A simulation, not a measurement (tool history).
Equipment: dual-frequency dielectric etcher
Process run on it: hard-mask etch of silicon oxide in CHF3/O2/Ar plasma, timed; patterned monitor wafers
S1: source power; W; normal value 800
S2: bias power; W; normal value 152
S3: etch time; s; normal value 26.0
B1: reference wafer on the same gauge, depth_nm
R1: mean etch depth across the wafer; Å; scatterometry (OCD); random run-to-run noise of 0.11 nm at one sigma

{"run": 1, "day": 0.0, "S1": 800, "S2": 152, "S3": 27.5, "B1": 44.6, "R1": 587}
{"run": 2, "day": 1.333, "S1": 800, "S2": 152, "S3": 27.5, "B1": 44.6, "R1": 587}
{"run": 3, "day": 3.204, "S1": 670, "S2": 152, "S3": 26.0, "B1": 44.6, "R1": 504}
{"run": 4, "day": 4.725, "S1": 800, "S2": 152, "S3": 26.0, "B1": 44.6, "R1": 558}
{"run": 5, "day": 6.692, "S1": 800, "S2": 152, "S3": 26.0, "B1": 44.6, "R1": 562}
{"run": 6, "day": 7.862, "S1": 800, "S2": 152, "S3": 26.0, "B1": 44.6, "R1": 558}
{"run": 7, "day": 10.45, "S1": 800, "S2": 167, "S3": 26.0, "B1": 44.6, "R1": 579}
{"run": 8, "day": 11.675, "S1": 800, "S2": 167, "S3": 26.0, "B1": 44.6, "R1": 579}
{"run": 9, "day": 13.392, "S1": 800, "S2": 152, "S3": 26.0, "B1": 44.6, "R1": 560}
{"run": 10, "day": 15.079, "S1": 800, "S2": 152, "S3": 26.0, "B1": 44.6, "R1": 563}
{"run": 11, "day": 16.975, "S1": 800, "S2": 152, "S3": 26.0, "B1": 44.6, "R1": 564}
{"run": 12, "day": 18.408, "S1": 920, "S2": 152, "S3": 26.0, "B1": 44.6, "R1": 608}
{"run": 13, "day": 21.133, "S1": 670, "S2": 162, "S3": 33.5, "B1": 44.6, "R1": 676}
{"run": 14, "day": 25.638, "S1": 800, "S2": 152, "S3": 26.0, "B1": 44.6, "R1": 571}
{"day": 26.904, "done": "wet clean of the chamber"}
{"run": 15, "day": 28.55, "S1": 870, "S2": 139, "S3": 20.0, "B1": 44.6, "R1": 435}
{"run": 16, "day": 30.325, "S1": 800, "S2": 152, "S3": 26.0, "B1": 44.6, "R1": 558}
{"run": 17, "day": 32.108, "S1": 800, "S2": 152, "S3": 26.0, "B1": 44.6, "R1": 557}
{"run": 18, "day": 33.633, "S1": 710, "S2": 142, "S3": 26.0, "B1": 44.6, "R1": 513}
{"run": 19, "day": 34.988, "S1": 690, "S2": 132, "S3": 28.0, "B1": 44.6, "R1": 530}
{"day": 35.838, "done": "bias power generator calibrated"}
{"run": 20, "day": 36.262, "S1": 800, "S2": 135, "S3": 31.5, "B1": 44.6, "R1": 652}
{"day": 37.671, "done": "source power generator calibrated"}
{"run": 21, "day": 37.817, "S1": 880, "S2": 152, "S3": 26.0, "B1": 44.6, "R1": 589}
{"run": 22, "day": 39.625, "S1": 940, "S2": 168, "S3": 26.0, "B1": 44.6, "R1": 631}
{"run": 23, "day": 42.512, "S1": 900, "S2": 175, "S3": 29.0, "B1": 44.6, "R1": 697}
{"day": 43.008, "done": "gauge calibrated"}
{"day": 44.762, "done": "upper electrode replaced"}
{"run": 24, "day": 44.783, "S1": 660, "S2": 136, "S3": 33.5, "B1": 44.6, "R1": 631}
{"day": 48.921, "done": "wet clean of the chamber"}
{"run": 25, "day": 52.929, "S1": 740, "S2": 130, "S3": 20.5, "B1": 44.6, "R1": 401}
{"run": 26, "day": 54.538, "S1": 800, "S2": 135, "S3": 22.0, "B1": 44.6, "R1": 454}
{"run": 27, "day": 55.588, "S1": 800, "S2": 174, "S3": 29.5, "B1": 44.6, "R1": 662}
{"run": 28, "day": 58.562, "S1": 800, "S2": 120, "S3": 26.0, "B1": 44.6, "R1": 521}

Estimate the outcome of run 29 from the log above:
{"run": 29, "day": 60.312, "S1": 800, "S2": 152, "S3": 26.0, "B1": "?", "R1": "?"}

{"run 29": {"B1": 44.6, "R1": 562}}
Take away the tool's hidden state, keep the run-to-run variation as it was, and the same run would have given R1 556 Å.
